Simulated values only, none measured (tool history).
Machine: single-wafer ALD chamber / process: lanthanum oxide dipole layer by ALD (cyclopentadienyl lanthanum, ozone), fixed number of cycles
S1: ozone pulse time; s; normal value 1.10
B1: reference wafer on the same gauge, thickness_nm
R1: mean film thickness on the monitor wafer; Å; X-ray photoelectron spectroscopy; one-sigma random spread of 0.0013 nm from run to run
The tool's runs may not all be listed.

Run 1, hour 0.0: usual settings but S1 0.80 s; B1 0.593. Result: R1 4.77 Å.
Run 2, hour 106.9: usual settings but S1 0.80 s; B1 0.593. Result: R1 4.74 Å.
Run 3, hour 192.3: usual settings; B1 0.593. Result: R1 5.31 Å.
Run 4, hour 240.0: usual settings; B1 0.593. Result: R1 5.30 Å.
Run 5, hour 334.2: usual settings; B1 0.593. Result: R1 5.28 Å.
Run 6, hour 374.5: usual settings but S1 1.20 s; B1 0.594. Result: R1 5.42 Å.
Run 7, hour 473.3: usual settings but S1 1.20 s; B1 0.593. Result: R1 5.42 Å.
Run 8, hour 542.4: usual settings but S1 1.20 s; B1 0.593. Result: R1 5.41 Å.
Run 9, hour 635.5: usual settings; B1 0.593. Result: R1 5.27 Å.
Run 10, hour 687.4: usual settings; B1 0.593. Result: R1 5.27 Å.
Run 11, hour 737.9: usual settings; B1 0.593. Result: R1 5.30 Å.
Run 12, hour 778.1: usual settings; B1 0.593. Result: R1 5.27 Å.
Run 13, hour 874.6: usual settings; B1 0.593. Result: R1 5.24 Å.
Run 14, hour 922.0: usual settings but S1 0.68 s; B1 0.593. Result: R1 4.36 Å.
Run 15, hour 997.7: usual settings; B1 0.593. Result: R1 5.25 Å.
Run 16, hour 1043.8: usual settings but S1 0.92 s; B1 0.593. Result: R1 4.94 Å.
Run 17, hour 1123.1: usual settings but S1 1.22 s; B1 0.593. Result: R1 5.38 Å.
Run 18, hour 1217.8: usual settings; B1 0.593. Result: R1 5.21 Å.
Run 19, hour 1365.9: usual settings but S1 1.38 s; B1 0.593. Result: R1 5.65 Å.
Run 20, hour 1434.9: usual settings but S1 1.45 s; B1 0.593. Result: R1 5.66 Å.
Run 21, hour 1505.2: usual settings but S1 0.72 s; B1 0.593. Result: R1 4.57 Å.
Run 22, hour 1573.5: usual settings but S1 0.88 s; B1 0.594. Result: R1 4.93 Å.
Run 23, hour 1650.6: usual settings but S1 1.35 s; B1 0.593. Result: R1 5.59 Å.
Run 24, hour 1693.0: usual settings but S1 1.28 s; B1 0.593. Result: R1 5.52 Å.
Run 25, hour 1756.5: usual settings but S1 1.25 s; B1 0.593. Result: R1 5.49 Å.
Run 26, hour 1814.4: usual settings but S1 1.45 s; B1 0.593. Result: R1 5.66 Å.

Taken out of this log: 4 entries between the listed runs. Where each belongs, and how the hidden state differs across it:
From run 11 to run 12: gauge calibrated (hour 752.3)
  ozone dose above that of a generator just serviced (%): -4.59 -> -4.72
  measured result minus the result with no hidden state, R1: -0.07 -> -0.07 Å
From run 17 to run 18: showerhead replaced (hour 1191.2)
  ozone dose above that of a generator just serviced (%): -5.85 -> -6.15
  measured result minus the result with no hidden state, R1: -0.08 -> -0.10 Å
From run 18 to run 19: thermocouple changed; heater temperature recalibrated (hour 1279.2); ozone generator serviced (hour 1365.4)
  ozone dose above that of a generator just serviced (%): -6.15 -> -0.343
  measured result minus the result with no hidden state, R1: -0.10 -> +0.00 Å
